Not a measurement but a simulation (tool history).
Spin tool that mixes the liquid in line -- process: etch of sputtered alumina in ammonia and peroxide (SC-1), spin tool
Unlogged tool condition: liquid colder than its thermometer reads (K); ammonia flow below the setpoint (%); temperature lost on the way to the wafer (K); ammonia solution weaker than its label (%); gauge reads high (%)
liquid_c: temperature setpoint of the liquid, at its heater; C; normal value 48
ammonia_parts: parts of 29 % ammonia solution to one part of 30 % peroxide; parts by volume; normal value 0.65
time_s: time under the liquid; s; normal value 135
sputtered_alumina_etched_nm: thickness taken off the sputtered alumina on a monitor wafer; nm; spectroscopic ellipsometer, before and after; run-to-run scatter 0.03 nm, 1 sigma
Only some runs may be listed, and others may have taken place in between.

run    hour  liquid_c  ammonia_parts  time_s  wafers since the last listed run  hours since the thermometer was replaced  hours since the ammonia flow meter was replaced  hours since the heated supply line was repaired  hours since the drum of ammonia solution was connected  hours since the gauge calibration  read-back film thickness of the sputtered alumina reference wafer, read on the same gauge (nm)  sputtered_alumina_etched_nm
  1       0        48           0.65     135                                 0                                     923.8                                           1150.3                                            166.4                                                   179.4                               1639                                                                                          129.99                         7.25
  2    56.2        48           0.65     135                               628                                       980                                           1206.5                                            222.6                                                   235.6                             1695.2                                                                                          130.01                         7.22
  3   145.9        48           0.65     135                              1003                                    1069.7                                           1296.2                                            312.3                                                   325.3                             1784.9                                                                                          130.01                         7.21
      160.7  -- thermometer replaced
  4   245.3        48           0.65     135                              1100                                      84.6                                           1395.6                                            411.7                                                   424.7                             1884.3                                                                                          130.01                         7.22
  5   329.5        48           0.65     135                               941                                     168.8                                           1479.8                                            495.9                                                   508.9                             1968.5                                                                                          129.96                         7.25
  6   400.7        48            0.5     135                               796                                       240                                             1551                                            567.1                                                   580.1                             2039.7                                                                                          129.96                         7.08
  7   465.4        48           0.65     135                               723                                     304.7                                           1615.7                                            631.8                                                   644.8                             2104.4                                                                                          130.04                         7.22
  8     637        48           0.75     135                              1919                                     476.3                                           1787.3                                            803.4                                                   816.4                               2276                                                                                          130.04                         7.29
  9   690.5        48           0.75     135                               598                                     529.8                                           1840.8                                            856.9                                                   869.9                             2329.5                                                                                          130.02                         7.33
 10   797.7        48           0.75     135                              1199                                       637                                             1948                                            964.1                                                   977.1                             2436.7                                                                                          129.99                         7.31
      822.3  -- heated supply line repaired
      851.8  -- ammonia flow meter replaced
      875.4  -- gauge calibrated
      885.6  -- new drum of ammonia solution connected
 11   887.2        48           0.65     135                               967                                     726.5                                             35.4                                             64.9                                                     1.6                               11.8                                                                                          129.97                         7.18
 12     970        48           0.65     135                               926                                     809.3                                            118.2                                            147.7                                                    84.4                               94.6                                                                                          130.04                          7.2
 13  1061.6      56.5           0.65     135                              1024                                     900.9                                            209.8                                            239.3                                                     176                              186.2                                                                                          129.99                        11.39
 14  1153.2        48           0.65     200                              1024                                     992.5                                            301.4                                            330.9                                                   267.6                              277.8                                                                                          130.06                        10.66
 15  1220.4        48           0.65     135                               751                                    1059.7                                            368.6                                            398.1                                                   334.8                                345                                                                                          130.02                         7.18
     1237.3  -- thermometer replaced
 16  1257.5        48            0.9     210                               403                                      20.2                                            405.7                                            435.2                                                   371.9                              382.1                                                                                          130.02                        11.57
 17  1475.9      41.5           0.75     135                              2443                                     238.6                                            624.1                                            653.6                                                   590.3                              600.5                                                                                          129.97                         5.06
 18  1582.1        42            0.4     200                              1187                                     344.8                                            730.3                                            759.8                                                   696.5                              706.7                                                                                          129.99                         7.25
     1668.7  -- heated supply line repaired
 19  1677.1        45            0.5     190                              1051                                     439.8                                            825.3                                              8.4                                                   791.5                              801.7                                                                                          130.06                         8.44
 20  1725.9        57           0.65     135                               545                                     488.6                                            874.1                                             57.2                                                   840.3                              850.5                                                                                          129.98                        11.79
 21  1789.9        53           0.45     115                               715                                     552.6                                            938.1                                            121.2                                                   904.3                              914.5                                                                                          130.06                         7.77
 22  1845.6        48           0.65     135                               623                                     608.3                                            993.8                                            176.9                                                     960                              970.2                                                                                             130                         7.18
 23  1894.8        48           0.55     135                               550                                     657.5                                             1043                                            226.1                                                  1009.2                             1019.4                                                                                          130.02                         7.14
     1898.2  -- new drum of ammonia solution connected
 24  1974.5        53           0.35     200                               880                                     737.2                                           1122.7                                            305.8                                                    76.3                             1099.1                                                                                          129.98                        13.29
 25  2081.3        48           0.65     135                              1194                                       844                                           1229.5                                            412.6                                                   183.1                             1205.9                                                                                             130                         7.18

Here are 3 independent what-if runs from the current tool condition. What would each one return?
  A  2081.8        48           0.65     135                                 5                                     844.5                                             1230                                            413.1                                                   183.6                             1206.4                                                                                               ?                            ?
  B  2081.8      55.5           0.65     135                                 5                                     844.5                                             1230                                            413.1                                                   183.6                             1206.4                                                                                               ?                            ?
  C  2081.8        51            0.9     185                                 5                                     844.5                                             1230                                            413.1                                                   183.6                             1206.4                                                                                               ?                            ?

run  read-back film thickness of the sputtered alumina reference wafer, read on the same gauge (nm)  sputtered_alumina_etched_nm
  A                                                                                          129.97                         7.26
  B                                                                                          129.97                        10.92
  C                                                                                          129.97                        12.11
The same runs, with their run-to-run variation unchanged, on a tool lacking any hidden condition would have given:
run  sputtered_alumina_etched_nm
  A                         7.26
  B                        10.92
  C                        12.11

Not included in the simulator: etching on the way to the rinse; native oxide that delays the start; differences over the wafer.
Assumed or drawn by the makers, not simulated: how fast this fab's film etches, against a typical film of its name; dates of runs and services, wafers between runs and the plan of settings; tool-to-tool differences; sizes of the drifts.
